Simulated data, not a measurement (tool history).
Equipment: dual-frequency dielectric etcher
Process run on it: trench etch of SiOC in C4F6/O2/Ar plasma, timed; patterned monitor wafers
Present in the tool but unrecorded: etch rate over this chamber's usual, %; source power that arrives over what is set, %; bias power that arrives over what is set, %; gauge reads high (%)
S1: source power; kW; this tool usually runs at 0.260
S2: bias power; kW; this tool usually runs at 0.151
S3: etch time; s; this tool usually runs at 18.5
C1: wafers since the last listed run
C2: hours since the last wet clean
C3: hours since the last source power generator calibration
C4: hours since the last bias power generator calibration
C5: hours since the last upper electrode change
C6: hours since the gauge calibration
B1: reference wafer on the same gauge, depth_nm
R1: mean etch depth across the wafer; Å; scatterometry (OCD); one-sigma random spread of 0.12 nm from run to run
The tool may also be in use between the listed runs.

run	hour	S1	S2	S3	C1	C2	C3	C4	C5	C6	B1	R1
1	0.0	0.310	0.151	22.0	0	114.4	2349.1	2437.6	2736.6	21.6	23.16	389.3
2	42.6	0.260	0.151	18.5	915	157.0	2391.7	2480.2	2779.2	64.2	23.11	294.6
3	105.8	0.260	0.151	18.5	1357	220.2	2454.9	2543.4	2842.4	127.4	23.13	293.6
4	159.5	0.260	0.151	18.5	1153	273.9	2508.6	2597.1	2896.1	181.1	23.12	295.1
5	202.7	0.260	0.122	18.5	928	317.1	2551.8	2640.3	2939.3	224.3	23.09	282.5
6	259.3	0.260	0.122	18.5	1216	373.7	2608.4	2696.9	2995.9	280.9	23.08	282.3
7	325.3	0.260	0.122	18.5	1417	439.7	2674.4	2762.9	3061.9	346.9	23.11	283.3
# hour 360.1: wet clean of the chamber
8	360.6	0.260	0.151	18.5	242	0.5	2709.7	2798.2	3097.2	382.2	23.09	295.2
9	402.5	0.260	0.151	18.5	900	42.4	2751.6	2840.1	3139.1	424.1	23.09	297.9
10	436.6	0.260	0.151	18.5	732	76.5	2785.7	2874.2	3173.2	458.2	23.10	295.7
11	477.8	0.260	0.151	18.5	885	117.7	2826.9	2915.4	3214.4	499.4	23.07	295.7
12	531.9	0.260	0.151	18.5	1162	171.8	2881.0	2969.5	3268.5	553.5	23.07	296.5
13	575.0	0.260	0.151	18.5	925	214.9	2924.1	3012.6	3311.6	596.6	23.10	295.9
14	625.0	0.280	0.140	18.5	1074	264.9	2974.1	3062.6	3361.6	646.6	23.09	306.7

Forecast run 15:
# hour 771.1: wet clean of the chamber
# hour 794.7: bias power generator calibrated
15	804.6	0.240	0.151	18.5	3257	33.5	3153.7	9.9	3541.2	826.2	?	?

Logged for run 15: B1 23.08, R1 283.3 Å.
Take away the tool's hidden state, keep the run-to-run variation as it was, and the same run would have given R1 274.2 Å.
